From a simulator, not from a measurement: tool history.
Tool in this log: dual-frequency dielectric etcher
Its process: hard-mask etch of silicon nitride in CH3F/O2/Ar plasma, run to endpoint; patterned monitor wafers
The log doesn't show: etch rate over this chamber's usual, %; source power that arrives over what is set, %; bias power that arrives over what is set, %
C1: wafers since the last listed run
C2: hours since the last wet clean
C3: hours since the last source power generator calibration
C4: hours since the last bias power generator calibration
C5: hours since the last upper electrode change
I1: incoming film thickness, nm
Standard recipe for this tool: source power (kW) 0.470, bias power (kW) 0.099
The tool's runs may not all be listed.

run 1 hour=0.0 | source_power_(kW)=0.470 bias_power_(kW)=0.099 | C1=0 C2=600.0 C3=3481.3 C4=4133.1 C5=2609.0 | I1=33.84 | endpoint_time_(s)=39.3
run 2 hour=17.7 | source_power_(kW)=0.380 bias_power_(kW)=0.099 | C1=129 C2=617.7 C3=3499.0 C4=4150.8 C5=2626.7 | I1=33.41 | endpoint_time_(s)=42.1
-- hour=49.9 wet clean of the chamber
run 3 hour=50.4 | source_power_(kW)=0.380 bias_power_(kW)=0.099 | C1=63 C2=0.5 C3=3531.7 C4=4183.5 C5=2659.4 | I1=33.65 | endpoint_time_(s)=40.4
run 4 hour=50.8 | source_power_(kW)=0.530 bias_power_(kW)=0.099 | C1=2 C2=0.9 C3=3532.1 C4=4183.9 C5=2659.8 | I1=33.67 | endpoint_time_(s)=35.7
run 5 hour=51.1 | source_power_(kW)=0.510 bias_power_(kW)=0.099 | C1=2 C2=1.2 C3=3532.4 C4=4184.2 C5=2660.1 | I1=33.62 | endpoint_time_(s)=36.4
run 6 hour=54.6 | source_power_(kW)=0.470 bias_power_(kW)=0.090 | C1=25 C2=4.7 C3=3535.9 C4=4187.7 C5=2663.6 | I1=34.15 | endpoint_time_(s)=39.7
-- hour=59.0 source power generator calibrated
run 7 hour=63.2 | source_power_(kW)=0.470 bias_power_(kW)=0.090 | C1=33 C2=13.3 C3=4.2 C4=4196.3 C5=2672.2 | I1=34.39 | endpoint_time_(s)=40.1
run 8 hour=74.6 | source_power_(kW)=0.500 bias_power_(kW)=0.121 | C1=83 C2=24.7 C3=15.6 C4=4207.7 C5=2683.6 | I1=33.98 | endpoint_time_(s)=33.9
-- hour=88.3 bias power generator calibrated
-- hour=101.8 upper electrode replaced
run 9 hour=102.3 | source_power_(kW)=0.520 bias_power_(kW)=0.099 | C1=74 C2=52.4 C3=43.3 C4=14.0 C5=0.5 | I1=33.57 | endpoint_time_(s)=36.0
run 10 hour=108.0 | source_power_(kW)=0.470 bias_power_(kW)=0.099 | C1=41 C2=58.1 C3=49.0 C4=19.7 C5=6.2 | I1=34.07 | endpoint_time_(s)=38.0
run 11 hour=118.5 | source_power_(kW)=0.390 bias_power_(kW)=0.115 | C1=76 C2=68.6 C3=59.5 C4=30.2 C5=16.7 | I1=33.59 | endpoint_time_(s)=37.1
run 12 hour=132.8 | source_power_(kW)=0.470 bias_power_(kW)=0.085 | C1=104 C2=82.9 C3=73.8 C4=44.5 C5=31.0 | I1=33.63 | endpoint_time_(s)=40.2
run 13 hour=143.7 | source_power_(kW)=0.470 bias_power_(kW)=0.091 | C1=79 C2=93.8 C3=84.7 C4=55.4 C5=41.9 | I1=33.69 | endpoint_time_(s)=38.9
run 14 hour=151.5 | source_power_(kW)=0.470 bias_power_(kW)=0.099 | C1=56 C2=101.6 C3=92.5 C4=63.2 C5=49.7 | I1=33.52 | endpoint_time_(s)=37.6

Each row is a separate what-if for the run after 14, all from the same tool condition, not one after another. Results?
run A hour=151.9 | source_power_(kW)=0.470 bias_power_(kW)=0.099 | C1=2 C2=102.0 C3=92.9 C4=63.6 C5=50.1 | I1=33.72 | endpoint_time_(s)=?
run B hour=151.9 | source_power_(kW)=0.350 bias_power_(kW)=0.080 | C1=2 C2=102.0 C3=92.9 C4=63.6 C5=50.1 | I1=33.72 | endpoint_time_(s)=?
run C hour=151.9 | source_power_(kW)=0.520 bias_power_(kW)=0.092 | C1=2 C2=102.0 C3=92.9 C4=63.6 C5=50.1 | I1=33.72 | endpoint_time_(s)=?
run D hour=151.9 | source_power_(kW)=0.370 bias_power_(kW)=0.080 | C1=2 C2=102.0 C3=92.9 C4=63.6 C5=50.1 | I1=33.72 | endpoint_time_(s)=?
run E hour=151.9 | source_power_(kW)=0.420 bias_power_(kW)=0.091 | C1=2 C2=102.0 C3=92.9 C4=63.6 C5=50.1 | I1=33.72 | endpoint_time_(s)=?

run=A endpoint_time_(s)=37.8
run=B endpoint_time_(s)=46.2
run=C endpoint_time_(s)=37.7
run=D endpoint_time_(s)=45.3
run=E endpoint_time_(s)=40.8
Without the tool's unlogged condition, the same runs would have read:
run=A endpoint_time_(s)=37.5
run=B endpoint_time_(s)=45.9
run=C endpoint_time_(s)=37.4
run=D endpoint_time_(s)=45.1
run=E endpoint_time_(s)=40.6
